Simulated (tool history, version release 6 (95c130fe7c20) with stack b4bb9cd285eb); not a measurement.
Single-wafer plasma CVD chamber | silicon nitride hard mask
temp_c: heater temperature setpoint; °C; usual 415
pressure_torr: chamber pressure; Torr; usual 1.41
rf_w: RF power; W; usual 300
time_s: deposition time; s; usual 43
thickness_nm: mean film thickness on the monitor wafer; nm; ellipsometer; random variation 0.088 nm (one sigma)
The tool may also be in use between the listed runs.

run   hour  temp_c  pressure_torr  rf_w  time_s  read-back reference wafer on the same gauge, thickness_nm  thickness_nm
  1      0     415           1.65   300    48.8                                                     38.496        50.061
  2   11.3     415           1.65   300    48.8                                                     38.485        50.199
        24  -- showerhead replaced
  3   26.1     415           1.41   300      43                                                     38.498        42.337
  4   38.2     415           1.41   300      43                                                     38.496         42.11
  5   52.7     415           1.41   300      43                                                     38.493        42.357
  6   60.5     415           1.41   300      43                                                     38.492        42.328
      71.8  -- thermocouple changed; heater temperature recalibrated
  7   72.3     415           1.54   250      43                                                     38.495        39.051
  8   79.9     415           1.74   300      43                                                     38.494        44.771
  9   93.5     406           1.14   325      43                                                     38.496        41.485
 10    103     415           1.41   300      43                                                     38.494        42.219
     109.4  -- gauge calibrated
 11  113.1     430           1.72   300      43                                                     38.509        44.491
 12  123.6     415           1.41   300      43                                                       38.5        42.241
 13  137.8     415           1.54   300      43                                                     38.492        43.174
 14  145.6     415           1.41   300      43                                                     38.493        42.158
     160.4  -- capacitance manometer re-zeroed and calibrated
 15  162.2     415            1.2   300      43                                                     38.475        40.137
 16    169     403           1.61   260      43                                                     38.504        40.558
 17  176.9     403           1.41   360      43                                                     38.522        46.914
     185.1  -- RF generator calibrated
 18  185.6     415           1.41   300      43                                                     38.511        44.477
 19  193.5     415           1.71   355      43                                                      38.51        51.541
 20  205.8     407           1.09   285    40.4                                                     38.491        37.535
 21  219.5     422           1.26   275    46.2                                                     38.495        43.746
 22  234.7     415           1.09   350    37.4                                                     38.487        38.857
 23  241.6     415           1.41   300    48.1                                                     38.495        49.825
 24  251.1     407           1.41   300    39.8                                                     38.496         41.14
 25  264.5     415           1.41   300      43                                                     38.499        44.398
 26  276.6     425           1.41   300      43                                                     38.508        43.984
 27  282.6     415           1.41   300      43                                                     38.496        44.274
 28  291.3     425           1.53   300      43                                                     38.495        45.227

5 ways to go on from here, each from the tool as it stands after run 28. What would each give?
  A  291.7     415           1.09   300      43                                                          ?             ?
  B  291.7     427           1.41   300      43                                                          ?             ?
  C  291.7     411           1.41   300    51.4                                                          ?             ?
  D  291.7     403           1.41   360    45.2                                                          ?             ?
  E  291.7     428           1.41   300    39.3                                                          ?             ?

run  read-back reference wafer on the same gauge, thickness_nm  thickness_nm
  A                                                     38.483         40.93
  B                                                     38.483        44.138
  C                                                     38.483        53.074
  D                                                     38.483        51.583
  E                                                     38.483        40.332
Without the tool's hidden state the same runs would have given:
run  thickness_nm
  A        41.029
  B        44.245
  C        53.202
  D        51.699
  E         40.43

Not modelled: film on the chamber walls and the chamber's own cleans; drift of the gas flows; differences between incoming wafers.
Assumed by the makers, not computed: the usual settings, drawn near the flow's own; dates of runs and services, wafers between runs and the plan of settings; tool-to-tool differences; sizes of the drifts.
